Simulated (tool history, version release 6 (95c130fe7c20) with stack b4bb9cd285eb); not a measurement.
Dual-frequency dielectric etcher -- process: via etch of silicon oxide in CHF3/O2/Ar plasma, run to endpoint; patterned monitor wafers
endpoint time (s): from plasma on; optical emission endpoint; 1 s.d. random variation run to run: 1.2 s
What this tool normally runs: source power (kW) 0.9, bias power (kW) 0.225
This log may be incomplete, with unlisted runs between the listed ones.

| run | day | source power (kW) | bias power (kW) | incoming incoming film thickness, nm | endpoint time (s) |
|---|---|---|---|---|---|
| 1 | 0 | 0.9 | 0.225 | 705.7 | 272.4 |
| 2 | 1.271 | 0.9 | 0.225 | 709.1 | 274.7 |
| 3 | 1.862 | 0.9 | 0.257 | 713.4 | 262.7 |
| 4 | 3.188 | 0.9 | 0.225 | 713.3 | 275.4 |
| 5 | 4.029 | 0.9 | 0.225 | 712.8 | 273.9 |
| 6 | 4.571 | 0.9 | 0.241 | 711.6 | 269.7 |
| 7 | 5.196 | 0.9 | 0.225 | 704.4 | 271.5 |
| 8 | 6.546 | 0.9 | 0.225 | 716.6 | 275.5 |
|  | 7.829 | wet clean of the chamber |
| 9 | 7.85 | 0.9 | 0.225 | 705.3 | 272.9 |
| 10 | 8.567 | 0.9 | 0.192 | 711.8 | 288.1 |
| 11 | 9.725 | 0.9 | 0.192 | 703.8 | 287.3 |
| 12 | 11.129 | 0.9 | 0.199 | 709.7 | 283.4 |
| 13 | 11.925 | 0.9 | 0.199 | 718.1 | 289.2 |
| 14 | 13.267 | 0.9 | 0.225 | 707.3 | 272.2 |
| 15 | 14.342 | 0.9 | 0.225 | 708.8 | 274.3 |
| 16 | 14.975 | 0.9 | 0.184 | 718.9 | 294.2 |
| 17 | 15.817 | 0.9 | 0.225 | 710.9 | 274 |
| 18 | 17.079 | 0.68 | 0.27 | 708.8 | 288.7 |
| 19 | 18.546 | 0.9 | 0.225 | 713.1 | 274.3 |
| 20 | 19.462 | 0.7 | 0.272 | 715.3 | 288.5 |
| 21 | 20.854 | 0.9 | 0.202 | 716.4 | 283.8 |
|  | 21.612 | source power generator calibrated |
| 22 | 22.321 | 0.96 | 0.225 | 714.1 | 267.1 |
|  | 23.821 | upper electrode replaced |
| 23 | 23.842 | 0.75 | 0.225 | 712.5 | 297 |
| 24 | 24.767 | 0.75 | 0.225 | 715.4 | 298.5 |
| 25 | 26.092 | 0.9 | 0.225 | 710 | 272.2 |
|  | 26.375 | bias power generator calibrated |
|  | 27.867 | wet clean of the chamber |
| 26 | 27.888 | 1.07 | 0.257 | 713.2 | 245.8 |
| 27 | 27.904 | 0.83 | 0.249 | 712.7 | 275.9 |
| 28 | 28.738 | 0.77 | 0.18 | 716.8 | 315.2 |
| 29 | 29.808 | 0.7 | 0.199 | 703.6 | 313.8 |
| 30 | 31.208 | 1.04 | 0.241 | 703.3 | 249.8 |
| 31 | 32.633 | 0.75 | 0.225 | 715.9 | 297.7 |
| 32 | 33.479 | 0.75 | 0.225 | 711.9 | 294.6 |
| 33 | 37.342 | 0.9 | 0.225 | 717.6 | 276.6 |
| 34 | 37.858 | 1.1 | 0.225 | 712.2 | 252.5 |
| 35 | 38.842 | 0.9 | 0.268 | 706.6 | 256.8 |
| 36 | 42.733 | 0.9 | 0.188 | 710.1 | 287.7 |

3 ways to go on from here, each from the tool as it stands after run 36. What would each give?
| A | 42.754 | 0.9 | 0.225 | 708.8 | ? |
| B | 42.754 | 0.9 | 0.186 | 708.8 | ? |
| C | 42.754 | 0.9 | 0.176 | 708.8 | ? |

| run | endpoint time (s) |
|---|---|
| A | 273.6 |
| B | 289.4 |
| C | 294 |
With no hidden state in the tool, these same runs would have given:
| run | endpoint time (s) |
|---|---|
| A | 273.6 |
| B | 289.4 |
| C | 294 |

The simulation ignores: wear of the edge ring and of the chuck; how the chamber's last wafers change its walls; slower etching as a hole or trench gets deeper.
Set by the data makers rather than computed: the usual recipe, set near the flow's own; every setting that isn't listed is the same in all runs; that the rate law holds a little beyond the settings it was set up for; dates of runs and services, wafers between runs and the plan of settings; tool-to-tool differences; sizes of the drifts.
